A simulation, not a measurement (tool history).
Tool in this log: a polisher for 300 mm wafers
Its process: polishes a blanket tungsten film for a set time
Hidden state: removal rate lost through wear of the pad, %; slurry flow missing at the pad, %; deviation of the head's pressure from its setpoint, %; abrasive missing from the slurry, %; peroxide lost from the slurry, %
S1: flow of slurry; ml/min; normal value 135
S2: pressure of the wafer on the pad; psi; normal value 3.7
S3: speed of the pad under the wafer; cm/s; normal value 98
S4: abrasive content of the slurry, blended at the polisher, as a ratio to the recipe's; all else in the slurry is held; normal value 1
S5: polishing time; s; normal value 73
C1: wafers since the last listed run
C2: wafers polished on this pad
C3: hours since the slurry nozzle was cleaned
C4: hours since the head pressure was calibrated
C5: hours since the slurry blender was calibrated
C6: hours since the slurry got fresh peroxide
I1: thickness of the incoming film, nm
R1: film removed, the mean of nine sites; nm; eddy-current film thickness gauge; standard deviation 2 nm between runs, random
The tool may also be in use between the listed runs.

run 1 day=0 | S1=135 S2=3.7 S3=98 S4=0.75 S5=57 | C1=0 C2=3310 C3=548.5 C4=635.1 C5=233.2 C6=148 | I1=1525.6 | R1=202.4
run 2 day=2.758 | S1=135 S2=3.7 S3=98 S4=0.75 S5=57 | C1=353 C2=3663 C3=614.7 C4=701.3 C5=299.4 C6=214.2 | I1=1525.5 | R1=202.1
-- day=4.708 worn pad replaced by a new one
run 3 day=6.412 | S1=145 S2=3.7 S3=98 S4=0.85 S5=63 | C1=446 C2=218 C3=702.4 C4=789 C5=387.1 C6=301.9 | I1=1517.6 | R1=232.1
-- day=7.571 head pressure recalibrated
-- day=8.408 slurry nozzle cleaned
run 4 day=10.862 | S1=135 S2=3.7 S3=98 S4=1 S5=73 | C1=553 C2=772 C3=58.9 C4=79 C5=493.9 C6=408.7 | I1=1492.6 | R1=277.9
run 5 day=12.738 | S1=135 S2=3.7 S3=72 S4=1.1 S5=91 | C1=240 C2=1012 C3=103.9 C4=124 C5=538.9 C6=453.7 | I1=1522 | R1=270.9
run 6 day=14.642 | S1=135 S2=4.4 S3=98 S4=1 S5=73 | C1=243 C2=1256 C3=149.6 C4=169.7 C5=584.6 C6=499.4 | I1=1518.8 | R1=309
run 7 day=17.458 | S1=115 S2=3.7 S3=98 S4=1 S5=94 | C1=360 C2=1616 C3=217.2 C4=237.3 C5=652.2 C6=567 | I1=1522.1 | R1=345.1
run 8 day=20.054 | S1=100 S2=3.7 S3=124 S4=1 S5=51 | C1=332 C2=1948 C3=279.5 C4=299.6 C5=714.5 C6=629.3 | I1=1495.5 | R1=225.9
run 9 day=21.596 | S1=160 S2=3.7 S3=98 S4=0.7 S5=73 | C1=197 C2=2146 C3=316.5 C4=336.6 C5=751.5 C6=666.3 | I1=1481.3 | R1=259
-- day=21.842 slurry tank refilled with fresh slurry and peroxide
-- day=26.408 slurry blender recalibrated
run 10 day=26.458 | S1=135 S2=2.8 S3=98 S4=1.25 S5=73 | C1=606 C2=2752 C3=433.2 C4=453.3 C5=1.2 C6=110.8 | I1=1520.2 | R1=240.7
run 11 day=29.471 | S1=135 S2=3.7 S3=98 S4=1 S5=73 | C1=385 C2=3138 C3=505.5 C4=525.6 C5=73.5 C6=183.1 | I1=1520.8 | R1=276.6
run 12 day=33.071 | S1=135 S2=4.7 S3=86 S4=1 S5=73 | C1=460 C2=3599 C3=591.9 C4=612 C5=159.9 C6=269.5 | I1=1519 | R1=290.9
run 13 day=37.479 | S1=135 S2=3.7 S3=98 S4=0.9 S5=73 | C1=564 C2=4163 C3=697.7 C4=717.8 C5=265.7 C6=375.3 | I1=1527.1 | R1=268.8
-- day=40.642 slurry nozzle cleaned
run 14 day=40.738 | S1=135 S2=3.7 S3=98 S4=1.3 S5=73 | C1=411 C2=4575 C3=2.3 C4=796 C5=343.9 C6=453.5 | I1=1519.5 | R1=292.2
-- day=42.075 worn pad replaced by a new one
-- day=42.925 head pressure recalibrated
run 15 day=43.821 | S1=135 S2=3.7 S3=98 S4=1 S5=73 | C1=362 C2=213 C3=76.3 C4=21.5 C5=417.9 C6=527.5 | I1=1519.9 | R1=275
run 16 day=52.5 | S1=135 S2=3.7 S3=98 S4=1 S5=96 | C1=1111 C2=1324 C3=284.6 C4=229.8 C5=626.2 C6=735.8 | I1=1515.5 | R1=362.5
run 17 day=55.742 | S1=120 S2=3.7 S3=98 S4=1 S5=73 | C1=415 C2=1739 C3=362.4 C4=307.6 C5=704 C6=813.6 | I1=1527.9 | R1=272.5
-- day=58.838 slurry tank refilled with fresh slurry and peroxide
run 18 day=60.175 | S1=135 S2=2.5 S3=98 S4=0.9 S5=98 | C1=562 C2=2301 C3=468.8 C4=414 C5=810.4 C6=32.1 | I1=1526.8 | R1=281.3
run 19 day=63.079 | S1=135 S2=3.7 S3=98 S4=1 S5=73 | C1=371 C2=2673 C3=538.5 C4=483.7 C5=880.1 C6=101.8 | I1=1516.6 | R1=274.5
-- day=63.871 slurry blender recalibrated
run 20 day=65.067 | S1=135 S2=3.7 S3=120 S4=0.8 S5=73 | C1=243 C2=2917 C3=586.2 C4=531.4 C5=28.7 C6=149.5 | I1=1513.6 | R1=314
run 21 day=67.862 | S1=100 S2=3.7 S3=98 S4=1.25 S5=73 | C1=357 C2=3275 C3=653.3 C4=598.5 C5=95.8 C6=216.6 | I1=1501.7 | R1=275.3
run 22 day=70.267 | S1=135 S2=3.7 S3=98 S4=1 S5=73 | C1=307 C2=3582 C3=711 C4=656.2 C5=153.5 C6=274.3 | I1=1515 | R1=278.4
-- day=71.262 worn pad replaced by a new one
-- day=73.288 head pressure recalibrated
run 23 day=74.075 | S1=135 S2=3.7 S3=68 S4=1 S5=65 | C1=455 C2=349 C3=802.4 C4=18.9 C5=244.9 C6=365.7 | I1=1510.3 | R1=179.9
-- day=75.921 slurry nozzle cleaned
run 24 day=77.662 | S1=135 S2=3.7 S3=98 S4=1 S5=73 | C1=453 C2=803 C3=41.8 C4=105 C5=331 C6=451.8 | I1=1510.9 | R1=275.7
run 25 day=81.662 | S1=135 S2=3.7 S3=72 S4=1 S5=73 | C1=512 C2=1315 C3=137.8 C4=201 C5=427 C6=547.8 | I1=1511.1 | R1=212.7
run 26 day=85.362 | S1=135 S2=2.7 S3=98 S4=1 S5=73 | C1=473 C2=1789 C3=226.6 C4=289.8 C5=515.8 C6=636.6 | I1=1496.9 | R1=227.5

Across each entry between runs, compare the hidden state at the last listed run before it with the hidden state at the first listed run after it:
Between runs 2 and 3: worn pad replaced by a new one (day 4.708)
  the hidden state is the same at both runs
Between runs 3 and 4: head pressure recalibrated (day 7.571); slurry nozzle cleaned (day 8.408)
  the hidden state is the same at both runs
Between runs 9 and 10: slurry tank refilled with fresh slurry and peroxide (day 21.842); slurry blender recalibrated (day 26.408)
  the hidden state is the same at both runs
Between runs 13 and 14: slurry nozzle cleaned (day 40.642)
  the hidden state is the same at both runs
Between runs 14 and 15: worn pad replaced by a new one (day 42.075); head pressure recalibrated (day 42.925)
  the hidden state is the same at both runs
Between runs 17 and 18: slurry tank refilled with fresh slurry and peroxide (day 58.838)
  the hidden state is the same at both runs
Between runs 19 and 20: slurry blender recalibrated (day 63.871)
  the hidden state is the same at both runs
Between runs 22 and 23: worn pad replaced by a new one (day 71.262); head pressure recalibrated (day 73.288)
  the hidden state is the same at both runs
Between runs 23 and 24: slurry nozzle cleaned (day 75.921)
  the hidden state is the same at both runs
